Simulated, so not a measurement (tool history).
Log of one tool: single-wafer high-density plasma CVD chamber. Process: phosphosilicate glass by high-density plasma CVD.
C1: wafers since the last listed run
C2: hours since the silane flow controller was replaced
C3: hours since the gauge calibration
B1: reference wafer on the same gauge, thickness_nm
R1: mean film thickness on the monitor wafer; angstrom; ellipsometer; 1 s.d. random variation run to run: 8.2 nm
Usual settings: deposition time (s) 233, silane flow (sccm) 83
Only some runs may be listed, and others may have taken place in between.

run 1 hour=0 | deposition_time_(s)=233 silane_flow_(sccm)=83 | C1=0 C2=2398.2 C3=18.8 | B1=2249.382 | R1=19024.28
run 2 hour=40.2 | deposition_time_(s)=233 silane_flow_(sccm)=83 | C1=178 C2=2438.4 C3=59 | B1=2248.216 | R1=19140.21
run 3 hour=108.7 | deposition_time_(s)=233 silane_flow_(sccm)=83 | C1=303 C2=2506.9 C3=127.5 | B1=2251.376 | R1=18930.56
run 4 hour=156.3 | deposition_time_(s)=233 silane_flow_(sccm)=83 | C1=211 C2=2554.5 C3=175.1 | B1=2253.145 | R1=19092.7
run 5 hour=223 | deposition_time_(s)=233 silane_flow_(sccm)=83 | C1=295 C2=2621.2 C3=241.8 | B1=2246.321 | R1=19098.1
run 6 hour=278.4 | deposition_time_(s)=233 silane_flow_(sccm)=83 | C1=245 C2=2676.6 C3=297.2 | B1=2252.447 | R1=19068.47
run 7 hour=338.5 | deposition_time_(s)=233 silane_flow_(sccm)=83 | C1=266 C2=2736.7 C3=357.3 | B1=2248.912 | R1=18972.83
run 8 hour=386.4 | deposition_time_(s)=233 silane_flow_(sccm)=90 | C1=212 C2=2784.6 C3=405.2 | B1=2250.622 | R1=20357.7
run 9 hour=450.3 | deposition_time_(s)=233 silane_flow_(sccm)=90 | C1=283 C2=2848.5 C3=469.1 | B1=2251.189 | R1=20230.86
run 10 hour=480.4 | deposition_time_(s)=244 silane_flow_(sccm)=90 | C1=133 C2=2878.6 C3=499.2 | B1=2249.57 | R1=21251.81
run 11 hour=533.7 | deposition_time_(s)=244 silane_flow_(sccm)=90 | C1=236 C2=2931.9 C3=552.5 | B1=2249.823 | R1=21187.37
run 12 hour=580.9 | deposition_time_(s)=244 silane_flow_(sccm)=90 | C1=209 C2=2979.1 C3=599.7 | B1=2248.134 | R1=21153.23
run 13 hour=619.2 | deposition_time_(s)=254 silane_flow_(sccm)=83 | C1=169 C2=3017.4 C3=638 | B1=2249.861 | R1=20800.52
run 14 hour=680.1 | deposition_time_(s)=254 silane_flow_(sccm)=83 | C1=269 C2=3078.3 C3=698.9 | B1=2255.099 | R1=20861.83
run 15 hour=726.3 | deposition_time_(s)=254 silane_flow_(sccm)=83 | C1=204 C2=3124.5 C3=745.1 | B1=2247.283 | R1=20613.34
run 16 hour=768.8 | deposition_time_(s)=252 silane_flow_(sccm)=83 | C1=188 C2=3167 C3=787.6 | B1=2250.502 | R1=20538.46
-- hour=809.3 silane flow controller replaced
run 17 hour=809.8 | deposition_time_(s)=266 silane_flow_(sccm)=83 | C1=146 C2=0.5 C3=828.6 | B1=2252.995 | R1=21400.06
run 18 hour=839.7 | deposition_time_(s)=233 silane_flow_(sccm)=78 | C1=132 C2=30.4 C3=858.5 | B1=2248.947 | R1=17661.67
run 19 hour=905.3 | deposition_time_(s)=233 silane_flow_(sccm)=78 | C1=290 C2=96 C3=924.1 | B1=2247.813 | R1=17842.95
run 20 hour=929.9 | deposition_time_(s)=233 silane_flow_(sccm)=78 | C1=109 C2=120.6 C3=948.7 | B1=2251.024 | R1=17825.75
run 21 hour=962.6 | deposition_time_(s)=264 silane_flow_(sccm)=77 | C1=144 C2=153.3 C3=981.4 | B1=2250.083 | R1=19976.22
run 22 hour=1013.4 | deposition_time_(s)=214 silane_flow_(sccm)=86 | C1=225 C2=204.1 C3=1032.2 | B1=2249.691 | R1=17655.6
run 23 hour=1069.5 | deposition_time_(s)=233 silane_flow_(sccm)=83 | C1=248 C2=260.2 C3=1088.3 | B1=2250.293 | R1=18588.86
-- hour=1120 gauge calibrated
run 24 hour=1173.4 | deposition_time_(s)=233 silane_flow_(sccm)=83 | C1=460 C2=364.1 C3=53.4 | B1=2252.462 | R1=18534.49
-- hour=1204.2 silane flow controller replaced, repeated, since the last time left the tool worse
run 25 hour=1215.9 | deposition_time_(s)=246 silane_flow_(sccm)=83 | C1=152 C2=11.7 C3=95.9 | B1=2244.454 | R1=20682.21
run 26 hour=1256.9 | deposition_time_(s)=267 silane_flow_(sccm)=95 | C1=181 C2=52.7 C3=136.9 | B1=2252.661 | R1=25002.97
run 27 hour=1289 | deposition_time_(s)=190 silane_flow_(sccm)=69 | C1=142 C2=84.8 C3=169 | B1=2252.302 | R1=13857.46
run 28 hour=1401.2 | deposition_time_(s)=233 silane_flow_(sccm)=89 | C1=497 C2=197 C3=281.2 | B1=2248.467 | R1=20524.56
run 29 hour=1447.3 | deposition_time_(s)=252 silane_flow_(sccm)=74 | C1=204 C2=243.1 C3=327.3 | B1=2246.499 | R1=19436.17
run 30 hour=1481.1 | deposition_time_(s)=233 silane_flow_(sccm)=83 | C1=149 C2=276.9 C3=361.1 | B1=2250.389 | R1=19509.78
run 31 hour=1505.6 | deposition_time_(s)=233 silane_flow_(sccm)=83 | C1=108 C2=301.4 C3=385.6 | B1=2251.019 | R1=19426.79
run 32 hour=1551.3 | deposition_time_(s)=263 silane_flow_(sccm)=93 | C1=202 C2=347.1 C3=431.3 | B1=2254.548 | R1=24134.88
run 33 hour=1581.9 | deposition_time_(s)=233 silane_flow_(sccm)=83 | C1=135 C2=377.7 C3=461.9 | B1=2251.769 | R1=19394.19
run 34 hour=1615.7 | deposition_time_(s)=276 silane_flow_(sccm)=77 | C1=149 C2=411.5 C3=495.7 | B1=2250.407 | R1=21912.98
run 35 hour=1657.3 | deposition_time_(s)=233 silane_flow_(sccm)=83 | C1=184 C2=453.1 C3=537.3 | B1=2252.186 | R1=19390.74
run 36 hour=1682.3 | deposition_time_(s)=190 silane_flow_(sccm)=77 | C1=110 C2=478.1 C3=562.3 | B1=2254.496 | R1=14975.51
run 37 hour=1739.9 | deposition_time_(s)=210 silane_flow_(sccm)=67 | C1=255 C2=535.7 C3=619.9 | B1=2249.71 | R1=14964.63
run 38 hour=1797.9 | deposition_time_(s)=198 silane_flow_(sccm)=71 | C1=257 C2=593.7 C3=677.9 | B1=2250.131 | R1=14709.36

The next listed run, before its measurement:
run 39 hour=1845.2 | deposition_time_(s)=233 silane_flow_(sccm)=83 | C1=209 C2=641 C3=725.2 | B1=? | R1=?

Run 39 produced B1 2250.605, R1 19500.82 angstrom.
Were there no unlogged condition in the tool, this run, its random variation unchanged, would have produced R1 19806.56 angstrom.
